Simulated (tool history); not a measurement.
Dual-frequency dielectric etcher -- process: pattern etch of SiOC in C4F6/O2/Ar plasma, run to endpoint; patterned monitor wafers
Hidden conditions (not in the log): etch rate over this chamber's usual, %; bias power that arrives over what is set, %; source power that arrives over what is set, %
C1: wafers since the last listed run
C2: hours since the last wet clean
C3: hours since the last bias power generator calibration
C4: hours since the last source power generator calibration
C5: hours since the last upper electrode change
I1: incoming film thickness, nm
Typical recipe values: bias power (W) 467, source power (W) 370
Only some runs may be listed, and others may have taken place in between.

run 1 hour=0 | bias_power_(W)=467 source_power_(W)=370 | C1=0 C2=173.3 C3=4709.3 C4=1145.4 C5=5634.1 | I1=48.17 | endpoint_time_(s)=17.5
run 2 hour=31.9 | bias_power_(W)=467 source_power_(W)=370 | C1=436 C2=205.2 C3=4741.2 C4=1177.3 C5=5666 | I1=48.57 | endpoint_time_(s)=17.6
run 3 hour=47 | bias_power_(W)=467 source_power_(W)=370 | C1=206 C2=220.3 C3=4756.3 C4=1192.4 C5=5681.1 | I1=48.55 | endpoint_time_(s)=17.6
run 4 hour=60.8 | bias_power_(W)=467 source_power_(W)=370 | C1=188 C2=234.1 C3=4770.1 C4=1206.2 C5=5694.9 | I1=48.58 | endpoint_time_(s)=17.5
run 5 hour=75.2 | bias_power_(W)=467 source_power_(W)=430 | C1=196 C2=248.5 C3=4784.5 C4=1220.6 C5=5709.3 | I1=49.22 | endpoint_time_(s)=17.1
run 6 hour=133.2 | bias_power_(W)=467 source_power_(W)=430 | C1=793 C2=306.5 C3=4842.5 C4=1278.6 C5=5767.3 | I1=48.66 | endpoint_time_(s)=16.9
run 7 hour=166.3 | bias_power_(W)=506 source_power_(W)=370 | C1=452 C2=339.6 C3=4875.6 C4=1311.7 C5=5800.4 | I1=48.5 | endpoint_time_(s)=17.2
run 8 hour=181.7 | bias_power_(W)=506 source_power_(W)=370 | C1=210 C2=355 C3=4891 C4=1327.1 C5=5815.8 | I1=48.84 | endpoint_time_(s)=17.3
run 9 hour=207.9 | bias_power_(W)=506 source_power_(W)=370 | C1=358 C2=381.2 C3=4917.2 C4=1353.3 C5=5842 | I1=48.89 | endpoint_time_(s)=17.3
run 10 hour=238.4 | bias_power_(W)=467 source_power_(W)=370 | C1=417 C2=411.7 C3=4947.7 C4=1383.8 C5=5872.5 | I1=48.71 | endpoint_time_(s)=17.9
-- hour=251.7 bias power generator calibrated
run 11 hour=267.9 | bias_power_(W)=467 source_power_(W)=370 | C1=348 C2=441.2 C3=16.2 C4=1413.3 C5=5902 | I1=48.82 | endpoint_time_(s)=17.9
run 12 hour=288.8 | bias_power_(W)=421 source_power_(W)=340 | C1=285 C2=462.1 C3=37.1 C4=1434.2 C5=5922.9 | I1=49.1 | endpoint_time_(s)=19.3
-- hour=327 wet clean of the chamber
run 13 hour=327.5 | bias_power_(W)=421 source_power_(W)=340 | C1=201 C2=0.5 C3=75.8 C4=1472.9 C5=5961.6 | I1=49.17 | endpoint_time_(s)=20.2
-- hour=353.5 upper electrode replaced
run 14 hour=354 | bias_power_(W)=556 source_power_(W)=370 | C1=34 C2=27 C3=102.3 C4=1499.4 C5=0.5 | I1=48.93 | endpoint_time_(s)=17.2
run 15 hour=359.5 | bias_power_(W)=556 source_power_(W)=370 | C1=75 C2=32.5 C3=107.8 C4=1504.9 C5=6 | I1=48.33 | endpoint_time_(s)=17.1
run 16 hour=390.5 | bias_power_(W)=556 source_power_(W)=370 | C1=424 C2=63.5 C3=138.8 C4=1535.9 C5=37 | I1=48.66 | endpoint_time_(s)=17.2
run 17 hour=416.9 | bias_power_(W)=467 source_power_(W)=370 | C1=361 C2=89.9 C3=165.2 C4=1562.3 C5=63.4 | I1=48.85 | endpoint_time_(s)=18.7
run 18 hour=431.8 | bias_power_(W)=467 source_power_(W)=450 | C1=203 C2=104.8 C3=180.1 C4=1577.2 C5=78.3 | I1=48.55 | endpoint_time_(s)=17.6
run 19 hour=456.2 | bias_power_(W)=524 source_power_(W)=300 | C1=333 C2=129.2 C3=204.5 C4=1601.6 C5=102.7 | I1=49.44 | endpoint_time_(s)=19.1
-- hour=486 wet clean of the chamber, repeated, since the last time left the tool worse
run 20 hour=486.5 | bias_power_(W)=540 source_power_(W)=370 | C1=86 C2=0.5 C3=234.8 C4=1631.9 C5=133 | I1=48.69 | endpoint_time_(s)=16.4
run 21 hour=493.8 | bias_power_(W)=541 source_power_(W)=430 | C1=99 C2=7.8 C3=242.1 C4=1639.2 C5=140.3 | I1=48.43 | endpoint_time_(s)=15.7
run 22 hour=526.8 | bias_power_(W)=527 source_power_(W)=460 | C1=451 C2=40.8 C3=275.1 C4=1672.2 C5=173.3 | I1=48.53 | endpoint_time_(s)=15.6
run 23 hour=539 | bias_power_(W)=550 source_power_(W)=410 | C1=166 C2=53 C3=287.3 C4=1684.4 C5=185.5 | I1=48.56 | endpoint_time_(s)=15.8
run 24 hour=565.1 | bias_power_(W)=513 source_power_(W)=400 | C1=356 C2=79.1 C3=313.4 C4=1710.5 C5=211.6 | I1=48.77 | endpoint_time_(s)=16.5
run 25 hour=585.2 | bias_power_(W)=406 source_power_(W)=290 | C1=274 C2=99.2 C3=333.5 C4=1730.6 C5=231.7 | I1=48.11 | endpoint_time_(s)=19.8
run 26 hour=680 | bias_power_(W)=427 source_power_(W)=310 | C1=1296 C2=194 C3=428.3 C4=1825.4 C5=326.5 | I1=48.92 | endpoint_time_(s)=19.6
-- hour=702.7 source power generator calibrated
run 27 hour=707.5 | bias_power_(W)=467 source_power_(W)=370 | C1=321 C2=221.5 C3=455.8 C4=4.8 C5=354 | I1=48.77 | endpoint_time_(s)=17.9
run 28 hour=742.1 | bias_power_(W)=467 source_power_(W)=370 | C1=473 C2=256.1 C3=490.4 C4=39.4 C5=388.6 | I1=49.03 | endpoint_time_(s)=17.9
run 29 hour=755.2 | bias_power_(W)=467 source_power_(W)=370 | C1=179 C2=269.2 C3=503.5 C4=52.5 C5=401.7 | I1=48.22 | endpoint_time_(s)=17.7
run 30 hour=772.9 | bias_power_(W)=467 source_power_(W)=330 | C1=242 C2=286.9 C3=521.2 C4=70.2 C5=419.4 | I1=48.97 | endpoint_time_(s)=18.7
run 31 hour=806.7 | bias_power_(W)=467 source_power_(W)=370 | C1=462 C2=320.7 C3=555 C4=104 C5=453.2 | I1=48.34 | endpoint_time_(s)=17.8
run 32 hour=834 | bias_power_(W)=467 source_power_(W)=320 | C1=373 C2=348 C3=582.3 C4=131.3 C5=480.5 | I1=49.34 | endpoint_time_(s)=18.9
-- hour=858.7 wet clean of the chamber
run 33 hour=859.2 | bias_power_(W)=565 source_power_(W)=310 | C1=16 C2=0.5 C3=607.5 C4=156.5 C5=505.7 | I1=48.68 | endpoint_time_(s)=16.8
run 34 hour=879.1 | bias_power_(W)=467 source_power_(W)=370 | C1=272 C2=20.4 C3=627.4 C4=176.4 C5=525.6 | I1=48.38 | endpoint_time_(s)=17.4
run 35 hour=906 | bias_power_(W)=530 source_power_(W)=400 | C1=367 C2=47.3 C3=654.3 C4=203.3 C5=552.5 | I1=48.43 | endpoint_time_(s)=16.1

Here are 4 independent what-if runs from the current tool condition. What would each one return?
run A hour=906.4 | bias_power_(W)=566 source_power_(W)=370 | C1=5 C2=47.7 C3=654.7 C4=203.7 C5=552.9 | I1=48.9 | endpoint_time_(s)=?
run B hour=906.4 | bias_power_(W)=391 source_power_(W)=450 | C1=5 C2=47.7 C3=654.7 C4=203.7 C5=552.9 | I1=48.9 | endpoint_time_(s)=?
run C hour=906.4 | bias_power_(W)=400 source_power_(W)=290 | C1=5 C2=47.7 C3=654.7 C4=203.7 C5=552.9 | I1=48.9 | endpoint_time_(s)=?
run D hour=906.4 | bias_power_(W)=436 source_power_(W)=340 | C1=5 C2=47.7 C3=654.7 C4=203.7 C5=552.9 | I1=48.9 | endpoint_time_(s)=?

run=A endpoint_time_(s)=16.2
run=B endpoint_time_(s)=18.1
run=C endpoint_time_(s)=20.3
run=D endpoint_time_(s)=18.7
What these runs would have given with no unlogged condition in the tool:
run=A endpoint_time_(s)=16.1
run=B endpoint_time_(s)=18
run=C endpoint_time_(s)=20.2
run=D endpoint_time_(s)=18.6
